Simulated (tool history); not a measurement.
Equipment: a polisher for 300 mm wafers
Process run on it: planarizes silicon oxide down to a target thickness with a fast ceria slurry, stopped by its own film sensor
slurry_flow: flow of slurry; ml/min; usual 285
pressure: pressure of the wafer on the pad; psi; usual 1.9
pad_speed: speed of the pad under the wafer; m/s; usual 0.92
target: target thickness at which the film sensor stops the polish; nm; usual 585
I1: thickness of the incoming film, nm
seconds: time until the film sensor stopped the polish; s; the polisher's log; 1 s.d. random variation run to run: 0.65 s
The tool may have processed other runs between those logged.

run 1 hour=0.0 | slurry_flow=285 pressure=1.9 pad_speed=0.92 target=665 | I1=1182.4 | seconds=50.1
run 2 hour=48.6 | slurry_flow=285 pressure=1.9 pad_speed=0.92 target=665 | I1=1187.0 | seconds=50.6
run 3 hour=103.0 | slurry_flow=285 pressure=1.9 pad_speed=0.92 target=585 | I1=1187.4 | seconds=58.4
run 4 hour=186.5 | slurry_flow=285 pressure=1.9 pad_speed=0.92 target=585 | I1=1195.4 | seconds=59.7
-- hour=225.0 head pressure recalibrated
run 5 hour=280.4 | slurry_flow=210 pressure=2.3 pad_speed=0.92 target=585 | I1=1211.2 | seconds=57.3
run 6 hour=368.4 | slurry_flow=210 pressure=2.3 pad_speed=0.92 target=585 | I1=1213.0 | seconds=57.8
-- hour=387.0 worn pad replaced by a new one
run 7 hour=420.6 | slurry_flow=210 pressure=2.3 pad_speed=0.92 target=585 | I1=1166.8 | seconds=53.5
-- hour=515.4 slurry nozzle cleaned
run 8 hour=523.4 | slurry_flow=285 pressure=1.6 pad_speed=0.92 target=461 | I1=1187.7 | seconds=80.5
run 9 hour=604.2 | slurry_flow=285 pressure=1.9 pad_speed=0.78 target=735 | I1=1179.4 | seconds=48.3
run 10 hour=695.4 | slurry_flow=285 pressure=1.9 pad_speed=0.78 target=735 | I1=1213.8 | seconds=52.6
run 11 hour=743.4 | slurry_flow=285 pressure=1.9 pad_speed=0.92 target=430 | I1=1173.3 | seconds=71.9
run 12 hour=815.7 | slurry_flow=285 pressure=1.9 pad_speed=0.92 target=430 | I1=1170.1 | seconds=72.3
-- hour=885.6 head pressure recalibrated
run 13 hour=896.6 | slurry_flow=285 pressure=1.9 pad_speed=0.92 target=430 | I1=1207.5 | seconds=79.9
run 14 hour=958.9 | slurry_flow=285 pressure=1.9 pad_speed=0.92 target=585 | I1=1196.7 | seconds=62.8
run 15 hour=1031.5 | slurry_flow=285 pressure=1.9 pad_speed=0.92 target=585 | I1=1189.9 | seconds=62.6
-- hour=1054.6 worn pad replaced by a new one
run 16 hour=1127.4 | slurry_flow=365 pressure=1.9 pad_speed=0.92 target=691 | I1=1173.6 | seconds=46.8
-- hour=1176.3 slurry nozzle cleaned
run 17 hour=1200.8 | slurry_flow=285 pressure=1.9 pad_speed=0.78 target=735 | I1=1195.8 | seconds=49.3
run 18 hour=1302.6 | slurry_flow=190 pressure=2.4 pad_speed=0.92 target=585 | I1=1201.4 | seconds=49.6
run 19 hour=1393.0 | slurry_flow=285 pressure=1.9 pad_speed=0.92 target=585 | I1=1202.3 | seconds=60.2
run 20 hour=1436.6 | slurry_flow=215 pressure=2.6 pad_speed=1.16 target=749 | I1=1176.2 | seconds=26.3
run 21 hour=1535.9 | slurry_flow=285 pressure=1.9 pad_speed=0.92 target=585 | I1=1206.5 | seconds=61.0
run 22 hour=1601.2 | slurry_flow=345 pressure=1.9 pad_speed=1.14 target=585 | I1=1186.3 | seconds=48.1
-- hour=1615.9 head pressure recalibrated
run 23 hour=1640.4 | slurry_flow=350 pressure=1.5 pad_speed=1.10 target=393 | I1=1206.9 | seconds=88.5
-- hour=1673.0 worn pad replaced by a new one
-- hour=1706.7 slurry nozzle cleaned
run 24 hour=1712.2 | slurry_flow=285 pressure=1.9 pad_speed=0.92 target=585 | I1=1195.2 | seconds=57.8
run 25 hour=1799.9 | slurry_flow=285 pressure=1.9 pad_speed=1.08 target=585 | I1=1195.3 | seconds=52.0
run 26 hour=1836.0 | slurry_flow=285 pressure=1.9 pad_speed=0.92 target=776 | I1=1190.9 | seconds=39.9
run 27 hour=1880.4 | slurry_flow=285 pressure=1.9 pad_speed=0.92 target=585 | I1=1210.9 | seconds=59.7
run 28 hour=1949.8 | slurry_flow=285 pressure=1.9 pad_speed=0.92 target=585 | I1=1177.0 | seconds=58.4
run 29 hour=2022.6 | slurry_flow=285 pressure=1.9 pad_speed=0.66 target=585 | I1=1187.2 | seconds=77.2
run 30 hour=2087.7 | slurry_flow=260 pressure=1.9 pad_speed=1.16 target=585 | I1=1175.6 | seconds=48.7
run 31 hour=2145.9 | slurry_flow=260 pressure=1.9 pad_speed=0.64 target=740 | I1=1180.5 | seconds=58.8
run 32 hour=2206.0 | slurry_flow=285 pressure=1.3 pad_speed=0.92 target=657 | I1=1195.2 | seconds=79.3
-- hour=2219.6 worn pad replaced by a new one
-- hour=2253.1 slurry nozzle cleaned
run 33 hour=2311.8 | slurry_flow=285 pressure=1.9 pad_speed=1.02 target=585 | I1=1178.9 | seconds=50.8
-- hour=2336.8 head pressure recalibrated
run 34 hour=2406.8 | slurry_flow=285 pressure=1.9 pad_speed=0.78 target=735 | I1=1175.8 | seconds=51.0
run 35 hour=2474.8 | slurry_flow=355 pressure=2.2 pad_speed=0.92 target=585 | I1=1187.7 | seconds=49.5
run 36 hour=2551.1 | slurry_flow=225 pressure=1.9 pad_speed=0.68 target=499 | I1=1180.7 | seconds=88.3

Below are 4 alternative next runs, each starting from the tool's condition after run 36. Predict each:
run A hour=2551.5 | slurry_flow=285 pressure=1.9 pad_speed=0.78 target=585 | I1=1167.8 | seconds=?
run B hour=2551.5 | slurry_flow=240 pressure=1.9 pad_speed=1.20 target=585 | I1=1167.8 | seconds=?
run C hour=2551.5 | slurry_flow=365 pressure=1.6 pad_speed=1.04 target=790 | I1=1167.8 | seconds=?
run D hour=2551.5 | slurry_flow=205 pressure=1.3 pad_speed=0.92 target=585 | I1=1167.8 | seconds=?

run=A seconds=64.8
run=B seconds=46.5
run=C seconds=37.9
run=D seconds=88.2
Without the tool's unlogged condition, the same runs would have read:
run=A seconds=63.5
run=B seconds=45.1
run=C seconds=37.6
run=D seconds=84.5

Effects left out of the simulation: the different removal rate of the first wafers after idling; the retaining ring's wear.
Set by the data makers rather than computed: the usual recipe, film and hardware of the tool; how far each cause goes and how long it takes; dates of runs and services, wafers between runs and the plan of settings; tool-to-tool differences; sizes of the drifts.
